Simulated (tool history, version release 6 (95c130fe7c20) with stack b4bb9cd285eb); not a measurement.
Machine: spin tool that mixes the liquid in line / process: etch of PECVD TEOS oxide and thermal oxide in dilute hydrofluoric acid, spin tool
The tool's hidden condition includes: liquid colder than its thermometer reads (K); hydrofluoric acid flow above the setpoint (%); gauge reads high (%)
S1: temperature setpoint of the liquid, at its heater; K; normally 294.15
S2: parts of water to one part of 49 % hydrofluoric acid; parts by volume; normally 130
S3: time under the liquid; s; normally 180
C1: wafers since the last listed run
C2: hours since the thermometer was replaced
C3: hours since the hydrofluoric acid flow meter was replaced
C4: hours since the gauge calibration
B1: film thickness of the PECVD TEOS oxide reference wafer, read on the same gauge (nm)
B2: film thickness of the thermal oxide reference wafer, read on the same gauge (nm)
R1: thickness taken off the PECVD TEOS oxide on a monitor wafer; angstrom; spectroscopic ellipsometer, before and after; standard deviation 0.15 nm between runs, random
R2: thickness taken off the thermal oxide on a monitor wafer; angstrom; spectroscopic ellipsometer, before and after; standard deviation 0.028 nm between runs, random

run    hour      S1   S2   S3    C1      C2     C3      C4      B1     B2     R1     R2
  1     0.0  291.15  130  180     0   835.9  340.6  1214.2  109.95  29.97  203.2   52.4
  2   100.4  291.15  130  180   629   936.3  441.0  1314.6  109.98  30.01  210.2   53.3
      174.6  -- hydrofluoric acid flow meter replaced
  3   185.7  294.15  130  215   528  1021.6   11.1  1399.9  110.05  30.01  259.6   65.7
  4   253.1  294.15  130  215   422  1089.0   78.5  1467.3  109.98  30.02  262.5   66.5
  5   323.2  294.15  130  215   439  1159.1  148.6  1537.4  109.97  30.00  263.7   67.2
  6   397.5  294.15  130  180   465  1233.4  222.9  1611.7  109.98  30.02  223.1   57.6
  7   602.5  294.15  130  180  1285  1438.4  427.9  1816.7  110.03  30.01  232.4   59.1
      624.8  -- gauge calibrated
      624.9  -- hydrofluoric acid flow meter replaced
  8   673.8  294.15  130  180   440  1509.7   48.9    49.0  110.00  29.98  220.7   56.1
  9   780.7  294.15  130  180   670  1616.6  155.8   155.9  110.00  30.04  223.8   56.7
 10   839.7  294.15  130  180   369  1675.6  214.8   214.9  109.98  29.98  224.4   57.5
 11   887.1  294.15  130  180   297  1723.0  262.2   262.3  109.98  30.03  227.4   57.6
 12   970.7  294.15  130  180   524  1806.6  345.8   345.9  110.00  30.01  230.9   58.6
 13  1045.4  298.15   65  225   468  1881.3  420.5   420.6  110.03  29.99  737.2  188.1
     1118.2  -- hydrofluoric acid flow meter replaced
 14  1146.6  290.15   90  210   628  1982.5   28.4   521.8  109.98  30.00  326.0   83.4
 15  1188.9  294.15  130  215   265  2024.8   70.7   564.1  109.97  29.99  263.4   66.8
 16  1260.7  296.15   95  105   450  2096.6  142.5   635.9  110.00  29.96  201.0   50.8
 17  1352.9  298.15   65  225   578  2188.8  234.7   728.1  110.00  30.02  708.1  182.0
 18  1435.5  294.15  130  180   517  2271.4  317.3   810.7  110.00  30.02  229.3   58.8
     1445.5  -- thermometer replaced
 19  1473.6  294.15  130  180   232    28.1  355.4   848.8  110.01  30.01  230.7   58.8
 20  1520.5  298.65  130  180   294    75.0  402.3   895.7  110.02  29.99  278.0   70.6
 21  1596.8  294.15  130  180   478   151.3  478.6   972.0  110.04  30.01  234.4   60.2
 22  1637.9  294.15  105  180   257   192.4  519.7  1013.1  110.06  30.02  300.9   76.7
     1654.3  -- hydrofluoric acid flow meter replaced
 23  1742.9  294.15  130  270   652   297.4   88.6  1118.1  110.02  30.01  331.5   84.3
 24  1812.0  294.15   75  180   433   366.5  157.7  1187.2  110.01  30.00  410.3  104.6
 25  1903.0  290.65  180  100   570   457.5  248.7  1278.2  110.02  30.01   74.1   19.2

Exercise: give the hidden state of the tool at every run:
liquid colder than its thermometer reads (K): 0 on each run
gauge reads high (%): 0 on each run
H1: hydrofluoric acid flow above the setpoint (%)
run     H1
  1   6.33
  2   7.87
  3  0.251
  4   1.29
  5   2.37
  6   3.51
  7   6.66
  8    1.2
  9   2.85
 10   3.75
 11   4.48
 12   5.77
 13   6.91
 14   1.09
 15   1.74
 16   2.84
 17   4.26
 18   5.53
 19   6.11
 20   6.84
 21   8.01
 22   8.64
 23   1.38
 24   2.44
 25   3.84

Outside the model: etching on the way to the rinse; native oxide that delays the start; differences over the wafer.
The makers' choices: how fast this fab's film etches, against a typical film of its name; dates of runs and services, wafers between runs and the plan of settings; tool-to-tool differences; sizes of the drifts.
